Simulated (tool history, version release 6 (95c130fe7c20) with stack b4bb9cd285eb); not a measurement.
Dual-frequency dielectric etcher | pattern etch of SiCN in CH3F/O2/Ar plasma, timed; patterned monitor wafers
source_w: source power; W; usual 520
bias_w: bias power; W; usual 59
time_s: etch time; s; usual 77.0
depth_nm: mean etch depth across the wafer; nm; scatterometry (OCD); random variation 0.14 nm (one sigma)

run	day	source_w	bias_w	time_s	read-back reference wafer on the same gauge, depth_nm	depth_nm
1	0.000	520	59	77.0	33.52	30.45
2	2.417	520	59	77.0	33.48	30.41
3	4.062	520	59	77.0	33.50	30.30
# day 7.150: wet clean of the chamber
4	7.171	520	59	86.0	33.50	33.36
5	8.529	520	59	86.0	33.49	33.41
6	11.408	520	59	86.0	33.47	32.95
7	12.842	520	59	66.0	33.49	25.26
# day 19.179: bias power generator calibrated
# day 20.246: gauge calibrated
# day 20.542: wet clean of the chamber, repeated, since the last time left the tool worse
8	21.329	520	68	91.0	33.52	39.09
9	22.892	520	68	91.0	33.49	38.93
10	24.658	620	59	77.0	33.49	34.33
11	26.004	620	59	77.0	33.49	34.21
12	27.150	620	59	77.0	33.51	33.96
13	29.204	520	59	77.0	33.53	30.46
14	30.700	650	67	59.5	33.51	28.17
15	32.846	610	68	95.5	33.48	44.28
16	34.567	630	59	97.0	33.52	42.84
17	37.400	590	68	93.5	33.48	42.12
# day 39.417: wet clean of the chamber
18	39.438	400	59	77.0	33.52	26.00
19	40.575	520	59	77.0	33.48	30.99
20	42.892	520	50	77.0	33.50	28.73
# day 45.238: upper electrode replaced
21	45.354	520	52	68.5	33.48	25.84
# day 46.725: source power generator calibrated
22	47.371	520	59	77.0	33.51	30.51
23	50.154	440	72	77.0	33.48	29.69
24	52.204	520	59	77.0	33.49	30.47
# day 54.121: wet clean of the chamber
25	54.142	520	67	77.0	33.48	32.89
26	55.162	440	72	77.0	33.50	30.28
27	57.642	630	59	94.0	33.48	41.90
28	59.921	520	59	86.5	33.49	34.56
29	62.362	570	67	77.0	33.49	33.97
30	63.867	520	69	61.0	33.50	25.87

Measured less the same run without the tool's hidden state. The same run-to-run variation is in both; the gauge's scatter may not be:
The hidden state here: etch rate over this chamber's usual, %; source power that arrives over what is set, %; bias power that arrives over what is set, %; gauge reads high (%).
run	depth_nm
1	-0.41
2	-0.51
3	-0.58
4	-1.32
5	-1.39
6	-1.51
7	-1.20
8	+0.03
9	-0.05
10	-0.12
11	-0.19
12	-0.24
13	-0.29
14	-0.33
15	-0.64
16	-0.73
17	-0.87
18	+0.00
19	-0.04
20	-0.13
21	-0.21
22	-0.32
23	-0.42
24	-0.52
25	+0.08
26	+0.03
27	-0.09
28	-0.18
29	-0.29
30	-0.27
